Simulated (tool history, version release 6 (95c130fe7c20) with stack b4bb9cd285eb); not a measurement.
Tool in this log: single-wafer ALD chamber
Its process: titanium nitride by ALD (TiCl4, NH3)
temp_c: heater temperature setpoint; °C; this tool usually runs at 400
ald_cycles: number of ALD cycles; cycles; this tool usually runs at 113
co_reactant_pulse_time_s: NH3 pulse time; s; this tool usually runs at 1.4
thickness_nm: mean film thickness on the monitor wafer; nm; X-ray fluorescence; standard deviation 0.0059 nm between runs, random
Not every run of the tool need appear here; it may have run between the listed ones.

run	day	temp_c	ald_cycles	co_reactant_pulse_time_s	wafers since the last listed run	hours since the last thermocouple change	hours since the showerhead was replaced	hours since the gauge calibration	read-back reference wafer on the same gauge, thickness_nm	thickness_nm
1	0	400	113	1.4	0	1036.1	7634.6	674	2.015	2.312
2	1.846	400	113	1.4	76	1080.4	7678.9	718.3	2.013	2.308
3	3.788	400	113	1.4	80	1127	7725.5	764.9	2.012	2.314
4	5.483	400	113	1.4	70	1167.7	7766.2	805.6	2.011	2.308
5	7.712	400	113	1.4	92	1221.2	7819.7	859.1	2.012	2.303
6	10.308	400	113	1.4	107	1283.5	7882	921.4	2.01	2.305
# day 16.8: gauge calibrated
7	18.9	400	113	1.4	356	1489.7	8088.2	50.4	2.054	2.356
# day 23.421: showerhead replaced
8	23.442	400	113	1.4	174	1598.7	0.5	159.4	2.044	2.353
9	27.15	400	113	1.82	154	1687.7	89.5	248.4	2.038	2.379
10	29.233	400	98	1.4	86	1737.7	139.5	298.4	2.035	2.024
11	33.229	400	132	1.91	166	1833.6	235.4	394.3	2.03	2.776
# day 35.246: thermocouple changed; heater temperature recalibrated
12	37.167	400	113	1.4	149	46.1	329.9	488.8	2.026	2.319
13	38.971	408	113	0.95	74	89.4	373.2	532.1	2.026	2.279
14	40.762	400	113	1.4	74	132.4	416.2	575.1	2.023	2.32
15	42.654	396	122	1.4	78	177.8	461.6	620.5	2.022	2.493
16	44.304	405	132	1.81	68	217.4	501.2	660.1	2.022	2.749

Forecast each of these 3 alternatives for the next run:
A	44.329	391	113	1.4	1	218	501.8	660.7	?	?
B	44.329	400	96	1.15	1	218	501.8	660.7	?	?
C	44.329	388	113	1.79	1	218	501.8	660.7	?	?

run	read-back reference wafer on the same gauge, thickness_nm	thickness_nm
A	2.022	2.303
B	2.022	1.951
C	2.022	2.332
Stripped of hidden state, with their random variation kept, the same runs would have yielded:
run	thickness_nm
A	2.336
B	1.978
C	2.365

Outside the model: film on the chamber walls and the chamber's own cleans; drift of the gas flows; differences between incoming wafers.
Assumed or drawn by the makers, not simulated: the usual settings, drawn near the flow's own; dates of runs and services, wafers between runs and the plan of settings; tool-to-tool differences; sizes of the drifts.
